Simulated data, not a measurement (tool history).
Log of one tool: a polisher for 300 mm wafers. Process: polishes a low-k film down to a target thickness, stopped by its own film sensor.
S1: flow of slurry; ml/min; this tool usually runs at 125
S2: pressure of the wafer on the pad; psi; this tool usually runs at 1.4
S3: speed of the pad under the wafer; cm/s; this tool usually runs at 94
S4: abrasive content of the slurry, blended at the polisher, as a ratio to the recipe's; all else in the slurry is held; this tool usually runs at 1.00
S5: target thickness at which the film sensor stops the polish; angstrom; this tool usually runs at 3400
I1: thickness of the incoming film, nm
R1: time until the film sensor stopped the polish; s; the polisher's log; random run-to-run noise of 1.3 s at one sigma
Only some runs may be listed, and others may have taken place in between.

{"run": 1, "hour": 0.0, "S1": 125, "S2": 1.4, "S3": 94, "S4": 1.0, "S5": 3400, "I1": 380.6, "R1": 134.6}
{"hour": 53.3, "done": "head pressure recalibrated"}
{"hour": 82.4, "done": "slurry blender recalibrated"}
{"run": 2, "hour": 82.9, "S1": 125, "S2": 1.4, "S3": 94, "S4": 1.0, "S5": 3400, "I1": 376.6, "R1": 122.3}
{"hour": 91.5, "done": "slurry nozzle cleaned"}
{"run": 3, "hour": 131.3, "S1": 125, "S2": 1.4, "S3": 94, "S4": 1.0, "S5": 3400, "I1": 384.5, "R1": 148.2}
{"hour": 177.5, "done": "worn pad replaced by a new one"}
{"run": 4, "hour": 234.0, "S1": 125, "S2": 1.4, "S3": 94, "S4": 1.0, "S5": 3400, "I1": 381.8, "R1": 137.6}
{"run": 5, "hour": 304.2, "S1": 125, "S2": 1.4, "S3": 94, "S4": 1.0, "S5": 3400, "I1": 379.0, "R1": 130.0}
{"hour": 367.1, "done": "slurry blender recalibrated"}
{"run": 6, "hour": 367.6, "S1": 125, "S2": 1.4, "S3": 94, "S4": 1.0, "S5": 3400, "I1": 385.9, "R1": 153.3}
{"hour": 436.7, "done": "worn pad replaced by a new one"}
{"hour": 447.2, "done": "head pressure recalibrated"}
{"hour": 465.7, "done": "conditioning disc replaced and pad reconditioned"}
{"hour": 480.1, "done": "slurry nozzle cleaned"}
{"run": 7, "hour": 516.3, "S1": 125, "S2": 1.4, "S3": 94, "S4": 1.0, "S5": 3400, "I1": 380.2, "R1": 135.1}
{"run": 8, "hour": 555.3, "S1": 125, "S2": 1.4, "S3": 94, "S4": 1.0, "S5": 3400, "I1": 383.1, "R1": 145.5}
{"run": 9, "hour": 645.7, "S1": 125, "S2": 1.4, "S3": 94, "S4": 1.0, "S5": 3400, "I1": 381.4, "R1": 138.9}
{"hour": 663.1, "done": "slurry blender recalibrated"}
{"run": 10, "hour": 710.3, "S1": 125, "S2": 1.4, "S3": 94, "S4": 1.0, "S5": 3400, "I1": 381.4, "R1": 138.3}
{"hour": 714.5, "done": "worn pad replaced by a new one"}
{"run": 11, "hour": 800.3, "S1": 125, "S2": 1.4, "S3": 94, "S4": 1.0, "S5": 3400, "I1": 377.3, "R1": 122.7}
{"run": 12, "hour": 850.8, "S1": 125, "S2": 1.4, "S3": 94, "S4": 1.0, "S5": 3400, "I1": 383.0, "R1": 144.1}
{"hour": 896.7, "done": "slurry nozzle cleaned"}
{"hour": 906.2, "done": "head pressure recalibrated"}
{"run": 13, "hour": 938.8, "S1": 125, "S2": 1.4, "S3": 66, "S4": 1.0, "S5": 3400, "I1": 379.2, "R1": 174.2}
{"hour": 941.3, "done": "conditioning disc replaced and pad reconditioned"}
{"hour": 970.7, "done": "slurry blender recalibrated"}
{"run": 14, "hour": 1014.9, "S1": 90, "S2": 1.2, "S3": 94, "S4": 1.1, "S5": 3290, "I1": 386.4, "R1": 234.1}
{"hour": 1025.7, "done": "worn pad replaced by a new one"}
{"run": 15, "hour": 1074.0, "S1": 125, "S2": 1.4, "S3": 94, "S4": 1.0, "S5": 3400, "I1": 382.6, "R1": 141.4}
{"run": 16, "hour": 1120.6, "S1": 125, "S2": 1.4, "S3": 94, "S4": 1.0, "S5": 3500, "I1": 374.1, "R1": 81.4}
{"run": 17, "hour": 1198.1, "S1": 125, "S2": 1.2, "S3": 74, "S4": 1.0, "S5": 3400, "I1": 376.2, "R1": 173.7}
{"hour": 1246.8, "done": "slurry blender recalibrated"}
{"hour": 1261.3, "done": "slurry nozzle cleaned"}
{"run": 18, "hour": 1282.2, "S1": 140, "S2": 1.4, "S3": 94, "S4": 0.75, "S5": 3400, "I1": 383.0, "R1": 175.4}
{"run": 19, "hour": 1320.1, "S1": 125, "S2": 1.8, "S3": 94, "S4": 1.2, "S5": 3400, "I1": 375.3, "R1": 83.8}
{"hour": 1342.8, "done": "head pressure recalibrated"}
{"hour": 1367.0, "done": "worn pad replaced by a new one"}
{"run": 20, "hour": 1390.3, "S1": 110, "S2": 1.8, "S3": 126, "S4": 1.0, "S5": 3450, "I1": 383.1, "R1": 81.3}
{"hour": 1425.4, "done": "conditioning disc replaced and pad reconditioned"}
{"run": 21, "hour": 1427.0, "S1": 125, "S2": 1.8, "S3": 94, "S4": 1.2, "S5": 3400, "I1": 374.3, "R1": 79.7}
{"run": 22, "hour": 1494.4, "S1": 125, "S2": 1.4, "S3": 94, "S4": 0.75, "S5": 3310, "I1": 386.3, "R1": 235.8}

3 options for the next run, each taken on its own from the tool as it stands now. Forecast them:
{"run": "A", "hour": 1494.9, "S1": 125, "S2": 1.4, "S3": 94, "S4": 1.0, "S5": 3400, "I1": 382.9, "R1": "?"}
{"run": "B", "hour": 1494.9, "S1": 140, "S2": 1.9, "S3": 86, "S4": 1.0, "S5": 3320, "I1": 382.9, "R1": "?"}
{"run": "C", "hour": 1494.9, "S1": 165, "S2": 1.4, "S3": 114, "S4": 1.25, "S5": 3310, "I1": 382.9, "R1": "?"}

run=A R1=143.1
run=B R1=131.1
run=C R1=123.3
Without the tool's hidden state the same runs would have given:
run=A R1=143.1
run=B R1=131.1
run=C R1=123.3
